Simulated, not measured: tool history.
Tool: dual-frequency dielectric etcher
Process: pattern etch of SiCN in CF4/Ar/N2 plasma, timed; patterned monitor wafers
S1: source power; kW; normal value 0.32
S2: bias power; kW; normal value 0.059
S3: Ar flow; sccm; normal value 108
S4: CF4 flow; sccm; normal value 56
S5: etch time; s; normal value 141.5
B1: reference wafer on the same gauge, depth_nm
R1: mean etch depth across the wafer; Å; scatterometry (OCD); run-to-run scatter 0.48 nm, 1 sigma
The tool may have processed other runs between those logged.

{"run": 1, "hour": 0.0, "S1": 0.32, "S2": 0.059, "S3": 108, "S4": 46, "S5": 141.5, "B1": 79, "R1": 654}
{"run": 2, "hour": 29.8, "S1": 0.32, "S2": 0.059, "S3": 108, "S4": 46, "S5": 141.5, "B1": 79.2, "R1": 655}
{"run": 3, "hour": 47.1, "S1": 0.32, "S2": 0.059, "S3": 108, "S4": 46, "S5": 141.5, "B1": 79.3, "R1": 654}
{"run": 4, "hour": 74.1, "S1": 0.32, "S2": 0.059, "S3": 108, "S4": 56, "S5": 141.5, "B1": 79.1, "R1": 696}
{"run": 5, "hour": 97.5, "S1": 0.32, "S2": 0.059, "S3": 108, "S4": 56, "S5": 141.5, "B1": 79.1, "R1": 691}
{"run": 6, "hour": 113.7, "S1": 0.32, "S2": 0.059, "S3": 115, "S4": 52, "S5": 123, "B1": 79.4, "R1": 575}
{"run": 7, "hour": 132.2, "S1": 0.32, "S2": 0.059, "S3": 108, "S4": 56, "S5": 141.5, "B1": 79.2, "R1": 690}
{"hour": 137.7, "done": "bias power generator calibrated"}
{"run": 8, "hour": 158.2, "S1": 0.32, "S2": 0.048, "S3": 108, "S4": 47, "S5": 155.5, "B1": 79.3, "R1": 686}
{"hour": 196.4, "done": "upper electrode replaced"}
{"run": 9, "hour": 196.9, "S1": 0.32, "S2": 0.059, "S3": 108, "S4": 48, "S5": 141.5, "B1": 79.3, "R1": 658}
{"run": 10, "hour": 197.2, "S1": 0.32, "S2": 0.048, "S3": 108, "S4": 47, "S5": 155.5, "B1": 79.1, "R1": 686}
{"run": 11, "hour": 207.8, "S1": 0.37, "S2": 0.059, "S3": 86, "S4": 56, "S5": 141.5, "B1": 79.4, "R1": 819}
{"run": 12, "hour": 236.2, "S1": 0.36, "S2": 0.059, "S3": 108, "S4": 62, "S5": 177, "B1": 79.2, "R1": 983}
{"run": 13, "hour": 267.7, "S1": 0.25, "S2": 0.059, "S3": 108, "S4": 56, "S5": 118.5, "B1": 79, "R1": 470}
{"run": 14, "hour": 283.1, "S1": 0.3, "S2": 0.066, "S3": 108, "S4": 67, "S5": 155, "B1": 79.4, "R1": 770}
{"hour": 307.3, "done": "wet clean of the chamber"}
{"run": 15, "hour": 315.2, "S1": 0.32, "S2": 0.059, "S3": 108, "S4": 68, "S5": 141.5, "B1": 79.4, "R1": 722}
{"run": 16, "hour": 337.8, "S1": 0.35, "S2": 0.068, "S3": 85, "S4": 56, "S5": 156, "B1": 79.1, "R1": 895}
{"run": 17, "hour": 350.1, "S1": 0.32, "S2": 0.059, "S3": 108, "S4": 56, "S5": 141.5, "B1": 79.1, "R1": 696}
{"run": 18, "hour": 379.9, "S1": 0.32, "S2": 0.059, "S3": 108, "S4": 56, "S5": 141.5, "B1": 79, "R1": 688}
{"run": 19, "hour": 398.5, "S1": 0.32, "S2": 0.059, "S3": 108, "S4": 56, "S5": 141.5, "B1": 79.2, "R1": 696}
{"run": 20, "hour": 410.9, "S1": 0.32, "S2": 0.055, "S3": 108, "S4": 56, "S5": 178, "B1": 79.3, "R1": 859}
{"run": 21, "hour": 436.1, "S1": 0.38, "S2": 0.059, "S3": 127, "S4": 56, "S5": 141.5, "B1": 79.3, "R1": 786}
{"run": 22, "hour": 461.4, "S1": 0.32, "S2": 0.059, "S3": 108, "S4": 69, "S5": 101, "B1": 79.3, "R1": 513}
{"run": 23, "hour": 477.0, "S1": 0.32, "S2": 0.059, "S3": 108, "S4": 56, "S5": 141.5, "B1": 79.1, "R1": 687}

Predict each of these 3 candidate next runs independently; none follows another, all start after run 23:
{"run": "A", "hour": 477.5, "S1": 0.32, "S2": 0.059, "S3": 108, "S4": 56, "S5": 141.5, "B1": "?", "R1": "?"}
{"run": "B", "hour": 477.5, "S1": 0.32, "S2": 0.065, "S3": 132, "S4": 56, "S5": 141.5, "B1": "?", "R1": "?"}
{"run": "C", "hour": 477.5, "S1": 0.32, "S2": 0.067, "S3": 87, "S4": 56, "S5": 141.5, "B1": "?", "R1": "?"}

run=A B1=79 R1=689
run=B B1=79 R1=682
run=C B1=79 R1=743
Take away the tool's hidden state, keep each run's random variation, and the runs would have read:
run=A R1=689
run=B R1=682
run=C R1=743
